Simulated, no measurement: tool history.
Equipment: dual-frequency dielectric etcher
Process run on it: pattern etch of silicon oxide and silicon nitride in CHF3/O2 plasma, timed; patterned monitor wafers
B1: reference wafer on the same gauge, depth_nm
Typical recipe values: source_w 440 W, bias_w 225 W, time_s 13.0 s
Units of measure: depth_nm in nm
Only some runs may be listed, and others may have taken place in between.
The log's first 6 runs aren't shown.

-- hour=208.0 gauge calibrated
run 7 hour=222.5 | source_w=510 bias_w=225 time_s=16.0 | B1=20.50 | depth_nm=24.91
run 8 hour=252.9 | source_w=510 bias_w=225 time_s=16.0 | B1=20.48 | depth_nm=24.66
run 9 hour=283.1 | source_w=510 bias_w=225 time_s=16.0 | B1=20.49 | depth_nm=25.00
run 10 hour=309.6 | source_w=440 bias_w=225 time_s=13.0 | B1=20.54 | depth_nm=19.09
run 11 hour=335.5 | source_w=390 bias_w=225 time_s=9.0 | B1=20.53 | depth_nm=12.73
run 12 hour=359.7 | source_w=490 bias_w=179 time_s=13.0 | B1=20.52 | depth_nm=18.84
run 13 hour=392.7 | source_w=440 bias_w=225 time_s=13.0 | B1=20.50 | depth_nm=19.17
run 14 hour=420.2 | source_w=390 bias_w=174 time_s=10.5 | B1=20.53 | depth_nm=13.77
-- hour=439.6 bias power generator calibrated
run 15 hour=453.5 | source_w=440 bias_w=225 time_s=13.0 | B1=20.46 | depth_nm=19.10
run 16 hour=486.9 | source_w=440 bias_w=186 time_s=11.5 | B1=20.48 | depth_nm=16.25
-- hour=515.3 wet clean of the chamber
run 17 hour=515.8 | source_w=440 bias_w=272 time_s=12.0 | B1=20.51 | depth_nm=19.01
run 18 hour=539.6 | source_w=440 bias_w=225 time_s=13.0 | B1=20.49 | depth_nm=19.48
run 19 hour=567.1 | source_w=490 bias_w=265 time_s=10.0 | B1=20.51 | depth_nm=16.18
-- hour=596.6 source power generator calibrated
-- hour=605.4 upper electrode replaced
run 20 hour=605.9 | source_w=360 bias_w=264 time_s=13.0 | B1=20.47 | depth_nm=18.88
run 21 hour=615.4 | source_w=440 bias_w=271 time_s=9.0 | B1=20.50 | depth_nm=14.12
run 22 hour=647.3 | source_w=470 bias_w=225 time_s=16.0 | B1=20.46 | depth_nm=24.24
run 23 hour=667.3 | source_w=440 bias_w=260 time_s=13.0 | B1=20.51 | depth_nm=20.05
run 24 hour=690.5 | source_w=440 bias_w=271 time_s=13.0 | B1=20.50 | depth_nm=20.25
run 25 hour=719.4 | source_w=440 bias_w=225 time_s=12.0 | B1=20.52 | depth_nm=17.68
run 26 hour=748.2 | source_w=440 bias_w=209 time_s=13.0 | B1=20.52 | depth_nm=18.99
run 27 hour=792.4 | source_w=440 bias_w=225 time_s=13.0 | B1=20.46 | depth_nm=19.05
run 28 hour=807.9 | source_w=510 bias_w=225 time_s=13.0 | B1=20.52 | depth_nm=20.22
run 29 hour=834.0 | source_w=440 bias_w=206 time_s=13.0 | B1=20.51 | depth_nm=18.80
run 30 hour=866.2 | source_w=350 bias_w=171 time_s=13.0 | B1=20.46 | depth_nm=16.38

Forecast each of these 4 alternatives for the next run:
run A hour=866.6 | source_w=440 bias_w=225 time_s=13.0 | B1=? | depth_nm=?
run B hour=866.6 | source_w=440 bias_w=225 time_s=15.5 | B1=? | depth_nm=?
run C hour=866.6 | source_w=500 bias_w=173 time_s=14.0 | B1=? | depth_nm=?
run D hour=866.6 | source_w=380 bias_w=225 time_s=13.0 | B1=? | depth_nm=?

run=A B1=20.51 depth_nm=19.14
run=B B1=20.51 depth_nm=22.82
run=C B1=20.51 depth_nm=20.09
run=D B1=20.51 depth_nm=18.20
Take away the tool's hidden state, keep each run's random variation, and the runs would have read:
run=A depth_nm=19.50
run=B depth_nm=23.25
run=C depth_nm=20.47
run=D depth_nm=18.54
